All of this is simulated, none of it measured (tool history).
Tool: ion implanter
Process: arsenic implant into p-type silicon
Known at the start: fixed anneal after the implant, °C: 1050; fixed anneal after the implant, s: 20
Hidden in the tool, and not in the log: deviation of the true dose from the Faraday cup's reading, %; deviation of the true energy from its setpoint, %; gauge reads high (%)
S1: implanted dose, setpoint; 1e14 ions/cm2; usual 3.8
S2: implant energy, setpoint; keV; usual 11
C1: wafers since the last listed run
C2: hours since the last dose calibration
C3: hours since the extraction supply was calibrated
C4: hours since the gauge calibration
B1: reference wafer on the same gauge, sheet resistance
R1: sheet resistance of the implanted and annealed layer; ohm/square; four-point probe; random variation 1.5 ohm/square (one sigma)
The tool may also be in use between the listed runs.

| run | hour | S1 | S2 | C1 | C2 | C3 | C4 | B1 | R1 |
|---|---|---|---|---|---|---|---|---|---|
| 1 | 0 | 3.8 | 9 | 0 | 724.4 | 5336.9 | 1811.9 | 298.92 | 275.25 |
| 2 | 94.5 | 3.8 | 9 | 1376 | 818.9 | 5431.4 | 1906.4 | 298.64 | 275.9 |
| 3 | 159.5 | 3.8 | 8 | 946 | 883.9 | 5496.4 | 1971.4 | 298.93 | 280.28 |
| 4 | 238.6 | 3.8 | 11 | 1152 | 963 | 5575.5 | 2050.5 | 298.84 | 276.15 |
| 5 | 325.2 | 3.8 | 11 | 1261 | 1049.6 | 5662.1 | 2137.1 | 298.9 | 275.15 |
| 6 | 389.7 | 3.8 | 11 | 939 | 1114.1 | 5726.6 | 2201.6 | 299.08 | 275.5 |
| 7 | 454.5 | 4.27 | 11 | 943 | 1178.9 | 5791.4 | 2266.4 | 298.7 | 252.4 |
| 8 | 557.2 | 4.27 | 11 | 1495 | 1281.6 | 5894.1 | 2369.1 | 298.93 | 251.14 |
| 9 | 634.6 | 3.8 | 8.5 | 1127 | 1359 | 5971.5 | 2446.5 | 299.14 | 283.18 |
| 10 | 700.7 | 3.8 | 8.5 | 962 | 1425.1 | 6037.6 | 2512.6 | 299.13 | 281.12 |
| 11 | 756.5 | 3.8 | 8.5 | 812 | 1480.9 | 6093.4 | 2568.4 | 298.75 | 279.74 |
| 12 | 807.4 | 3.8 | 11 | 741 | 1531.8 | 6144.3 | 2619.3 | 299.65 | 279.14 |
| 13 | 898.4 | 3.8 | 11 | 1325 | 1622.8 | 6235.3 | 2710.3 | 298.57 | 276.13 |
| 14 | 936.5 | 3.8 | 9.5 | 554 | 1660.9 | 6273.4 | 2748.4 | 298.64 | 279.53 |
|  | 969.7 | extraction supply calibrated |
| 15 | 1029.3 | 3.8 | 9.5 | 1235 | 1753.7 | 59.6 | 2841.2 | 299.08 | 282.81 |
|  | 1093.2 | gauge calibrated |
| 16 | 1111.3 | 3.8 | 7.5 | 1194 | 1835.7 | 141.6 | 18.1 | 299.2 | 284.83 |
| 17 | 1197.4 | 2.95 | 7.5 | 1254 | 1921.8 | 227.7 | 104.2 | 299.27 | 351.52 |
| 18 | 1245.2 | 4.54 | 10 | 696 | 1969.6 | 275.5 | 152 | 299.69 | 244.88 |
| 19 | 1335.9 | 4.74 | 12.5 | 1321 | 2060.3 | 366.2 | 242.7 | 298.85 | 235.82 |
| 20 | 1420.4 | 4.34 | 11 | 1230 | 2144.8 | 450.7 | 327.2 | 299.59 | 252.68 |
| 21 | 1464.4 | 3.12 | 12 | 640 | 2188.8 | 494.7 | 371.2 | 299.24 | 326.87 |
| 22 | 1557.1 | 2.85 | 11 | 1350 | 2281.5 | 587.4 | 463.9 | 299.47 | 353.82 |
| 23 | 1753.7 | 4.39 | 9 | 2863 | 2478.1 | 784 | 660.5 | 299.04 | 256.08 |
|  | 1846.6 | Faraday cup replaced and dose calibrated |
| 24 | 1968.9 | 3.8 | 11 | 3018 | 122.3 | 999.2 | 875.7 | 299.08 | 274.87 |
| 25 | 2056.1 | 3.8 | 13.5 | 1270 | 209.5 | 1086.4 | 962.9 | 299.3 | 271.19 |
| 26 | 2094.5 | 3.8 | 11 | 559 | 247.9 | 1124.8 | 1001.3 | 299.27 | 272.97 |
| 27 | 2154 | 3.8 | 11 | 866 | 307.4 | 1184.3 | 1060.8 | 299.36 | 270.9 |
| 28 | 2253.3 | 4.66 | 11 | 1446 | 406.7 | 1283.6 | 1160.1 | 298.46 | 233.56 |
| 29 | 2353.8 | 3.04 | 14.5 | 1463 | 507.2 | 1384.1 | 1260.6 | 298.3 | 319.86 |
| 30 | 2414.4 | 3.8 | 11 | 882 | 567.8 | 1444.7 | 1321.2 | 299.48 | 273.31 |
| 31 | 2470.7 | 2.8 | 11 | 820 | 624.1 | 1501 | 1377.5 | 299.1 | 351.72 |
| 32 | 2534.6 | 3.2 | 11 | 930 | 688 | 1564.9 | 1441.4 | 299.17 | 312.08 |
| 33 | 2575.9 | 3.8 | 7.5 | 601 | 729.3 | 1606.2 | 1482.7 | 299.23 | 277.11 |
| 34 | 2653.5 | 4.49 | 13.5 | 1130 | 806.9 | 1683.8 | 1560.3 | 299.27 | 236.85 |
| 35 | 2727.3 | 4.2 | 11 | 1075 | 880.7 | 1757.6 | 1634.1 | 299.05 | 251.43 |
| 36 | 2799.1 | 4.31 | 11 | 1045 | 952.5 | 1829.4 | 1705.9 | 298.94 | 249.73 |

5 ways to go on from here, each from the tool as it stands after run 36. What would each give?
| A | 2799.5 | 3.8 | 11 | 5 | 952.9 | 1829.8 | 1706.3 | ? | ? |
| B | 2799.5 | 4.19 | 8 | 5 | 952.9 | 1829.8 | 1706.3 | ? | ? |
| C | 2799.5 | 3.31 | 8 | 5 | 952.9 | 1829.8 | 1706.3 | ? | ? |
| D | 2799.5 | 4.78 | 13.5 | 5 | 952.9 | 1829.8 | 1706.3 | ? | ? |
| E | 2799.5 | 3.8 | 10 | 5 | 952.9 | 1829.8 | 1706.3 | ? | ? |

| run | B1 | R1 |
|---|---|---|
| A | 298.8 | 274.55 |
| B | 298.8 | 258.02 |
| C | 298.8 | 311.36 |
| D | 298.8 | 226.62 |
| E | 298.8 | 276 |
Without the tool's hidden state the same runs would have given:
| run | R1 |
|---|---|
| A | 273.03 |
| B | 256.57 |
| C | 309.6 |
| D | 225.38 |
| E | 274.47 |

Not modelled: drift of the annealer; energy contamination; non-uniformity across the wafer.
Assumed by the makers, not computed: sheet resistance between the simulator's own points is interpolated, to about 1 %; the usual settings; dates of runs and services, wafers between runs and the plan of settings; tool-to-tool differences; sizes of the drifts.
